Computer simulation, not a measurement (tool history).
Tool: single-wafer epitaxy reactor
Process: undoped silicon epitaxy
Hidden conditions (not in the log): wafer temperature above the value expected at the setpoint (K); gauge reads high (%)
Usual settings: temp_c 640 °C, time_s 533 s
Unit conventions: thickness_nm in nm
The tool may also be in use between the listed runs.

run	hour	temp_c	time_s	wafers since the last listed run	hours since the last pyrometer calibration	hours since the gauge calibration	read-back reference wafer on the same gauge, thickness_nm	thickness_nm
1	0	630	533	0	1564	324	59.39	64.448
# hour 10.6: gauge calibrated
2	14.1	630	533	68	1578.1	3.5	59.435	64.244
3	29.3	630	533	73	1593.3	18.7	59.402	64.646
4	82.7	640	533	258	1646.7	72.1	59.381	80.002
5	93	640	533	49	1657	82.4	59.371	79.729
6	110.3	640	533	83	1674.3	99.7	59.426	80.13
7	121.6	636	533	54	1685.6	111	59.39	73.748
8	146.6	636	533	121	1710.6	136	59.419	73.148
9	161.8	636	533	73	1725.8	151.2	59.339	73.224
10	179.7	640	533	86	1743.7	169.1	59.473	80.358
11	188.1	640	533	40	1752.1	177.5	59.389	80.276
12	201.3	631	470	63	1765.3	190.7	59.398	58.389
13	211.2	631	470	47	1775.2	200.6	59.341	57.761
14	225	631	470	66	1789	214.4	59.377	58.28
15	231.4	640	533	31	1795.4	220.8	59.427	79.756
16	237.7	640	533	30	1801.7	227.1	59.363	80.194
17	253.4	647	569	76	1817.4	242.8	59.446	98.542
18	269.1	647	569	76	1833.1	258.5	59.458	99.04
19	277.7	640	436	41	1841.7	267.1	59.417	65.469
# hour 296.1: pyrometer calibrated
20	296.6	629	627	52	0.5	286	59.354	80.737
21	302.4	640	533	28	6.3	291.8	59.364	85.729
22	312.3	636	436	47	16.2	301.7	59.349	65.227
23	326.5	632	455	68	30.4	315.9	59.378	62.469
# hour 333.6: gauge calibrated
24	334	654	446	36	37.9	0.4	59.455	96.834
25	351.3	640	533	83	55.2	17.7	59.403	86.761
26	368.6	651	596	83	72.5	35	59.388	122.277
27	384.8	640	533	78	88.7	51.2	59.413	87.745
# hour 401.2: pyrometer calibrated, repeated, since the last time left the tool worse
28	401.7	626	563	43	0.5	68.1	59.45	57.624
29	409.1	636	533	35	7.9	75.5	59.455	68.077
30	426.5	644	533	84	25.3	92.9	59.365	80.629
31	441.1	626	439	70	39.9	107.5	59.357	44.98
32	452	640	533	52	50.8	118.4	59.39	74.749
33	464.6	651	442	61	63.4	131	59.403	78.225
34	476.4	640	533	57	75.2	142.8	59.436	74.755
35	492.6	653	596	78	91.4	159	59.388	110.042
36	498.8	653	495	30	97.6	165.2	59.427	91.561
37	511.2	640	533	60	110	177.6	59.452	74.928

Below, some changes in thickness_nm between adjacent runs. For each, the amount present without the hidden state too (settings, incoming material, random variation) and the amount remaining for the hidden state with gauge scatter not shared by both compared results:
Run 19 -> 20: temp_c 640 -> 629, time_s 436 -> 627, pyrometer calibrated. thickness_nm +15.268 nm: hidden state +6.843, all else +8.425.
Run 25 -> 26: temp_c 640 -> 651, time_s 533 -> 596. thickness_nm +35.516 nm: hidden state +5.066, all else +30.45.
Run 27 -> 28: temp_c 640 -> 626, time_s 533 -> 563, pyrometer calibrated, repeated, since the last time left the tool worse. thickness_nm -30.121 nm: hidden state -13.419, all else -16.702.
Run 30 -> 31: temp_c 644 -> 626, time_s 533 -> 439. thickness_nm -35.649 nm: hidden state +0.103, all else -35.752.
Run 34 -> 35: temp_c 640 -> 653, time_s 533 -> 596. thickness_nm +35.287 nm: hidden state +0.431, all else +34.856.
